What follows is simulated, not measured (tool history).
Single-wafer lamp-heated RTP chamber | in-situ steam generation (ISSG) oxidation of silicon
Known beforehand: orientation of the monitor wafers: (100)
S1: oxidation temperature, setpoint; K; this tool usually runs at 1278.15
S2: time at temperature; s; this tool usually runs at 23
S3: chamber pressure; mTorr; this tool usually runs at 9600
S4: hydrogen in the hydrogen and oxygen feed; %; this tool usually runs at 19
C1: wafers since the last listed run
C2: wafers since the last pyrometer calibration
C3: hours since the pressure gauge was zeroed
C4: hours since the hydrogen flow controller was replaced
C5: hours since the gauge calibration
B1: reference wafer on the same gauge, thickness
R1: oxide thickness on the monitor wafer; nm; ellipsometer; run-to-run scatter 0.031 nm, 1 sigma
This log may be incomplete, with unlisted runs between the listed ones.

run     day       S1  S2     S3  S4   C1    C2      C3      C4     C5     B1     R1
  1       0  1282.15  23  10000  19    0  1068  3997.9  1690.4  503.2  5.386  5.557
  2   0.617  1282.15  23  10000  19  216  1285  4012.7  1705.2    518  5.371  5.577
  3   1.775  1271.15  23   9600  15  407  1692  4040.5    1733  545.8  5.374   5.16
        2.8  -- pyrometer window cleaned and pyrometer calibrated
  4   3.096  1271.15  23   9600  15  347   103  4072.2  1764.7  577.5  5.357  4.979
  5   3.779  1271.15  23   9600  15  240   343  4088.6  1781.1  593.9  5.369  4.945
  6   4.754  1278.15  23   9600  19  342   686    4112  1804.5  617.3   5.37  5.451
  7   5.988  1278.15  23   9600  19  433  1120  4141.6  1834.1  646.9  5.384  5.419
  8   7.338  1278.15  17   9600  19  474  1595    4174  1866.5  679.3  5.385  4.822
      7.825  -- pyrometer window cleaned and pyrometer calibrated
  9   7.983  1278.15  17   9600  19  109    55  4189.5    1882  694.8  5.349  4.642
      8.379  -- gauge calibrated
 10   8.988  1278.15  23   8800  19  353   408  4213.6  1906.1   14.6  5.363  5.462
     10.129  -- pressure gauge zeroed
 11   10.15  1278.15  23   8800  19  291   700     0.5    1934   42.5   5.36  5.457
 12  10.471  1278.15  23   8800  19  112   813     8.2  1941.7   50.2  5.383  5.522
 13    11.2  1292.15  28   9600  19  256  1069    25.7  1959.2   67.7   5.37  6.459
     12.533  -- pyrometer window cleaned and pyrometer calibrated
 14  12.554  1278.15  23   9600  19  358     7    58.2  1991.7  100.2   5.37  5.354
 15  13.125  1278.15  30   9600  19  200   208    71.9  2005.4  113.9  5.386  6.113
 16  14.217  1278.15  23   9600  19  383   592    98.1  2031.6  140.1  5.366  5.423

For run 17, what comes out?
 17  16.025  1258.15  29  9000  15  635  1227  141.5  2075  183.5   ?   ?

B1: 5.384
R1: 5.431 nm
Take away the tool's hidden state, keep the run-to-run variation as it was, and the same run would have given R1 5.292 nm.

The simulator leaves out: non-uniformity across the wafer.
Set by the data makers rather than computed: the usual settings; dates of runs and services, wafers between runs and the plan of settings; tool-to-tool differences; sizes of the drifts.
